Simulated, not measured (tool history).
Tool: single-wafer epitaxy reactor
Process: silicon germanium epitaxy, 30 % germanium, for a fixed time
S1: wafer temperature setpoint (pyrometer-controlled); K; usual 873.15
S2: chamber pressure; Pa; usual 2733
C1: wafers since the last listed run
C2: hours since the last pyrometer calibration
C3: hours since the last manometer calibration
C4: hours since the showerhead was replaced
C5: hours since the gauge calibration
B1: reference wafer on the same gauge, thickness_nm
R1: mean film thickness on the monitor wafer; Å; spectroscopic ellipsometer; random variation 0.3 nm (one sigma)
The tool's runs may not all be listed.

run,hour,S1,S2,C1,C2,C3,C4,C5,B1,R1
1,0,866.15,2733,0,2069.1,1176.9,2640.9,227.5,61.771,472.73
2,20.2,873.15,2733,273,2089.3,1197.1,2661.1,247.7,61.829,545.53
3,39.4,873.15,2733,260,2108.5,1216.3,2680.3,266.9,61.807,550.99
4,99.1,873.15,2733,808,2168.2,1276,2740,326.6,61.752,542.56
5,133.5,873.15,2733,466,2202.6,1310.4,2774.4,361,61.796,534.85
6,167.9,879.15,2733,466,2237,1344.8,2808.8,395.4,61.803,605.27
7,201.1,873.15,2733,449,2270.2,1378,2842,428.6,61.766,539.47
8,218.9,873.15,2733,241,2288,1395.8,2859.8,446.4,61.735,539.45
9,241.3,873.15,2733,303,2310.4,1418.2,2882.2,468.8,61.842,533.14
10,255.7,873.15,2333,195,2324.8,1432.6,2896.6,483.2,61.829,505.46
11,283.2,880.15,2986,372,2352.3,1460.1,2924.1,510.7,61.806,636.88
12,300.8,864.15,2946,238,2369.9,1477.7,2941.7,528.3,61.808,452.35
# hour 312.8: pyrometer calibrated
# hour 329.7: showerhead replaced
13,330.2,862.15,2293,181,17.4,1507.1,0.5,557.7,61.765,458.24
# hour 341: gauge calibrated
# hour 342: capacitance manometer re-zeroed and calibrated
14,359.1,885.15,2733,283,46.3,17.1,29.4,18.1,61.814,795.67
15,371.9,865.15,3293,173,59.1,29.9,42.2,30.9,61.8,557.5
16,393.9,873.15,2733,298,81.1,51.9,64.2,52.9,61.759,612.85
17,422.3,862.15,2186,384,109.5,80.3,92.6,81.3,61.819,454.4
18,453.7,873.15,2733,425,140.9,111.7,124,112.7,61.812,617.01

Measured less the same run without the tool's hidden state. The same run-to-run variation is in both; the gauge's scatter may not be:
The hidden state here: wafer temperature above the value expected at the setpoint (K); true pressure above the setpoint (%); gauge reads high (%).
run,R1
1,-52.78
2,-60.91
3,-62.65
4,-65.25
5,-66.4
6,-76.25
7,-71.2
8,-72.34
9,-72.93
10,-70.03
11,-88.64
12,-66.86
13,+6.66
14,+10.86
15,+8
16,+8.57
17,+6.48
18,+8.44

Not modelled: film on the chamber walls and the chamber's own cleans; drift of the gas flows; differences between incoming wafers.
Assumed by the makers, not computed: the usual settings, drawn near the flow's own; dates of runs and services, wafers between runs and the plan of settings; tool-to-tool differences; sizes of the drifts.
